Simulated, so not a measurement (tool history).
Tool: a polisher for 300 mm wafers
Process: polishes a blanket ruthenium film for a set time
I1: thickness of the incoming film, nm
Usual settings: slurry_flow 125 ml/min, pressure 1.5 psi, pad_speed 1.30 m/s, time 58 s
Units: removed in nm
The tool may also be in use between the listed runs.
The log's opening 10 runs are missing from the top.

Run 11, hour 96.2: usual settings but pressure 1.6 psi; I1 502.3. Result: removed 49.6 nm.
At hour 107.3: worn pad replaced by a new one.
Run 12, hour 110.2: usual settings; I1 506.0. Result: removed 49.3 nm.
Run 13, hour 127.9: usual settings but time 62 s; I1 491.8. Result: removed 52.5 nm.
Run 14, hour 136.7: usual settings but time 62 s; I1 493.8. Result: removed 52.6 nm.
Run 15, hour 144.0: usual settings; I1 500.7. Result: removed 48.5 nm.
Run 16, hour 160.0: usual settings; I1 495.9. Result: removed 47.9 nm.
Run 17, hour 172.9: usual settings but pad_speed 1.68 m/s; I1 496.8. Result: removed 61.8 nm.
Run 18, hour 182.0: usual settings; I1 506.4. Result: removed 48.0 nm.
Run 19, hour 190.9: usual settings; I1 502.3. Result: removed 47.2 nm.
Run 20, hour 200.7: usual settings but slurry_flow 115 ml/min, pressure 1.2 psi, pad_speed 1.46 m/s, time 76 s; I1 510.2. Result: removed 54.5 nm.
Run 21, hour 208.1: usual settings but slurry_flow 135 ml/min, pressure 1.3 psi, time 53 s; I1 494.5. Result: removed 37.8 nm.
At hour 213.2: head pressure recalibrated.
Run 22, hour 214.6: usual settings but slurry_flow 95 ml/min; I1 510.1. Result: removed 52.1 nm.
Run 23, hour 229.6: usual settings but pressure 1.1 psi, pad_speed 0.90 m/s; I1 498.6. Result: removed 27.8 nm.
Run 24, hour 245.8: usual settings; I1 504.2. Result: removed 53.3 nm.
Run 25, hour 253.7: usual settings but slurry_flow 140 ml/min, pressure 1.7 psi, pad_speed 1.66 m/s; I1 492.0. Result: removed 80.5 nm.
Run 26, hour 261.8: usual settings; I1 501.3. Result: removed 53.9 nm.
Run 27, hour 279.5: usual settings but slurry_flow 110 ml/min, pressure 1.2 psi, pad_speed 0.90 m/s, time 52 s; I1 496.0. Result: removed 26.4 nm.
At hour 282.3: slurry nozzle cleaned.
At hour 283.8: worn pad replaced by a new one.
Run 28, hour 285.7: usual settings but slurry_flow 85 ml/min, pad_speed 1.44 m/s; I1 504.8. Result: removed 58.3 nm.
Run 29, hour 295.4: usual settings but pad_speed 1.48 m/s, time 71 s; I1 506.7. Result: removed 77.2 nm.
Run 30, hour 301.7: usual settings but slurry_flow 115 ml/min, pressure 1.7 psi, pad_speed 1.04 m/s, time 65 s; I1 503.1. Result: removed 55.7 nm.
Run 31, hour 313.2: usual settings but time 75 s; I1 501.6. Result: removed 72.6 nm.

Forecast run 32:
Run 32, hour 356.6: usual settings but pressure 1.3 psi, pad_speed 1.68 m/s, time 68 s; I1 505.1. Result: removed ?.

removed: 72.1 nm
On a tool with no hidden condition, and with the same random variation, this run would have come out at removed 73.2 nm.
